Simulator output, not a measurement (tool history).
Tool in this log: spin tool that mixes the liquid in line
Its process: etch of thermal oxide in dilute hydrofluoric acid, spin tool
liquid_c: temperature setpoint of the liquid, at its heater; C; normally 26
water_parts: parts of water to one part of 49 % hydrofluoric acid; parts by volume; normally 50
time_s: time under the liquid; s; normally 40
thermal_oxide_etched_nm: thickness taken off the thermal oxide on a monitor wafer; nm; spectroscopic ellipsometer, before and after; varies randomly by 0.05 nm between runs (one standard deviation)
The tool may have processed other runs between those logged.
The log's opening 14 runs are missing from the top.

| run | hour | liquid_c | water_parts | time_s | read-back film thickness of the thermal oxide reference wafer, read on the same gauge (nm) | thermal_oxide_etched_nm |
|---|---|---|---|---|---|---|
| 15 | 180 | 26 | 50 | 40 | 150.005 | 4.453 |
| 16 | 192.9 | 26 | 50 | 40 | 149.996 | 4.335 |
| 17 | 204.5 | 23 | 40 | 40 | 149.988 | 4.894 |
| 18 | 210.9 | 26 | 50 | 40 | 150.029 | 4.362 |
| 19 | 226.9 | 29 | 45 | 15 | 150.001 | 2.018 |
| 20 | 239.9 | 24 | 50 | 55 | 150.003 | 5.609 |
| 21 | 255.1 | 29 | 35 | 55 | 149.991 | 9.915 |
| 22 | 266.5 | 27.5 | 50 | 55 | 150.019 | 6.272 |
| 23 | 274.4 | 26 | 50 | 40 | 150.011 | 4.352 |
|  | 277 | thermometer replaced |
|  | 285.4 | gauge calibrated |
| 24 | 290.8 | 26 | 50 | 40 | 150.013 | 4.312 |
| 25 | 303.4 | 23 | 50 | 40 | 149.996 | 3.795 |
|  | 312.6 | hydrofluoric acid flow meter replaced |
| 26 | 318.7 | 26 | 50 | 40 | 150.009 | 4.864 |
| 27 | 333.4 | 29.5 | 25 | 60 | 149.971 | 17.723 |
| 28 | 341.3 | 30.5 | 50 | 15 | 149.972 | 2.174 |
| 29 | 354.7 | 27.5 | 70 | 65 | 149.987 | 5.729 |
| 30 | 370.4 | 23.5 | 50 | 40 | 149.998 | 4.4 |
| 31 | 381.3 | 24.5 | 70 | 55 | 149.987 | 4.376 |
| 32 | 395.7 | 26 | 55 | 60 | 149.998 | 6.571 |
| 33 | 403.5 | 26 | 50 | 40 | 150.021 | 4.869 |
| 34 | 441.3 | 24.5 | 50 | 40 | 149.982 | 4.52 |
| 35 | 450.7 | 26 | 50 | 40 | 150.021 | 4.794 |

3 options for the next run, each taken on its own from the tool as it stands now. Forecast them:
| A | 451.1 | 26 | 50 | 65 | ? | ? |
| B | 451.1 | 26 | 65 | 40 | ? | ? |
| C | 451.1 | 24.5 | 25 | 25 | ? | ? |

| run | read-back film thickness of the thermal oxide reference wafer, read on the same gauge (nm) | thermal_oxide_etched_nm |
|---|---|---|
| A | 150.015 | 7.81 |
| B | 150.015 | 3.619 |
| C | 150.015 | 5.857 |
Without the tool's hidden state the same runs would have given:
| run | thermal_oxide_etched_nm |
|---|---|
| A | 8.188 |
| B | 3.796 |
| C | 6.129 |

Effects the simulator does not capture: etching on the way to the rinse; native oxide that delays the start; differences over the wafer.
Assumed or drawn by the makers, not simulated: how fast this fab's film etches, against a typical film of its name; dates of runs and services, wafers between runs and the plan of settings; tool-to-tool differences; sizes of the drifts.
